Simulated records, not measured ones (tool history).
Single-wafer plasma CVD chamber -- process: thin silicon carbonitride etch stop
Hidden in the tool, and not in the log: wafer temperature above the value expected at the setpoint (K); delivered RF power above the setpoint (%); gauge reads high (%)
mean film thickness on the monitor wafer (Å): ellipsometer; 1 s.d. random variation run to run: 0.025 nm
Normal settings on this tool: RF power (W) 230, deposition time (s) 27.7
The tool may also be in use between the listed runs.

| run | hour | RF power (W) | deposition time (s) | wafers since the last listed run | hours since the last thermocouple change | hours since the last RF generator calibration | hours since the showerhead was replaced | hours since the gauge calibration | read-back reference wafer on the same gauge, thickness_nm | mean film thickness on the monitor wafer (Å) |
|---|---|---|---|---|---|---|---|---|---|---|
| 1 | 0.0 | 240 | 27.7 | 0 | 844.2 | 1760.6 | 2762.2 | 49.7 | 14.210 | 168.32 |
| 2 | 6.8 | 230 | 27.7 | 127 | 851.0 | 1767.4 | 2769.0 | 56.5 | 14.199 | 166.17 |
| 3 | 20.6 | 230 | 27.7 | 259 | 864.8 | 1781.2 | 2782.8 | 70.3 | 14.205 | 166.26 |
| 4 | 31.3 | 230 | 27.7 | 200 | 875.5 | 1791.9 | 2793.5 | 81.0 | 14.212 | 165.72 |
| 5 | 39.5 | 230 | 27.7 | 153 | 883.7 | 1800.1 | 2801.7 | 89.2 | 14.206 | 166.08 |
| 6 | 48.5 | 210 | 25.8 | 168 | 892.7 | 1809.1 | 2810.7 | 98.2 | 14.208 | 151.29 |
| 7 | 54.9 | 210 | 25.8 | 120 | 899.1 | 1815.5 | 2817.1 | 104.6 | 14.202 | 151.21 |
| 8 | 76.2 | 220 | 26.2 | 399 | 920.4 | 1836.8 | 2838.4 | 125.9 | 14.200 | 155.38 |
| 9 | 83.9 | 220 | 26.2 | 144 | 928.1 | 1844.5 | 2846.1 | 133.6 | 14.197 | 155.83 |
|  | 101.8 | thermocouple changed; heater temperature recalibrated |
|  | 106.5 | RF generator calibrated |
| 10 | 107.0 | 265 | 32.8 | 194 | 5.2 | 0.5 | 2869.2 | 156.7 | 14.199 | 204.88 |
| 11 | 109.3 | 245 | 24.0 | 43 | 7.5 | 2.8 | 2871.5 | 159.0 | 14.206 | 146.51 |
| 12 | 124.6 | 265 | 24.7 | 287 | 22.8 | 18.1 | 2886.8 | 174.3 | 14.199 | 153.79 |
|  | 139.9 | showerhead replaced |
| 13 | 159.5 | 195 | 22.5 | 504 | 57.7 | 53.0 | 19.6 | 209.2 | 14.191 | 129.71 |
|  | 174.7 | gauge calibrated |
| 14 | 174.9 | 195 | 24.4 | 289 | 73.1 | 68.4 | 35.0 | 0.2 | 14.198 | 140.25 |
| 15 | 183.6 | 245 | 30.4 | 163 | 81.8 | 77.1 | 43.7 | 8.9 | 14.204 | 185.55 |
| 16 | 199.0 | 210 | 23.9 | 289 | 97.2 | 92.5 | 59.1 | 24.3 | 14.196 | 140.16 |
| 17 | 209.2 | 210 | 27.7 | 191 | 107.4 | 102.7 | 69.3 | 34.5 | 14.202 | 162.32 |
| 18 | 224.5 | 230 | 27.7 | 287 | 122.7 | 118.0 | 84.6 | 49.8 | 14.198 | 166.29 |

5 ways to go on from here, each from the tool as it stands after run 18. What would each give?
| A | 224.9 | 200 | 27.7 | 7 | 123.1 | 118.4 | 85.0 | 50.2 | ? | ? |
| B | 224.9 | 230 | 22.7 | 7 | 123.1 | 118.4 | 85.0 | 50.2 | ? | ? |
| C | 224.9 | 255 | 29.4 | 7 | 123.1 | 118.4 | 85.0 | 50.2 | ? | ? |
| D | 224.9 | 260 | 30.0 | 7 | 123.1 | 118.4 | 85.0 | 50.2 | ? | ? |
| E | 224.9 | 245 | 32.3 | 7 | 123.1 | 118.4 | 85.0 | 50.2 | ? | ? |

| run | read-back reference wafer on the same gauge, thickness_nm | mean film thickness on the monitor wafer (Å) |
|---|---|---|
| A | 14.204 | 159.99 |
| B | 14.204 | 135.98 |
| C | 14.204 | 180.99 |
| D | 14.204 | 185.64 |
| E | 14.204 | 196.74 |
Stripped of hidden state, with their random variation kept, the same runs would have yielded:
| run | mean film thickness on the monitor wafer (Å) |
|---|---|
| A | 159.99 |
| B | 135.98 |
| C | 180.99 |
| D | 185.64 |
| E | 196.74 |
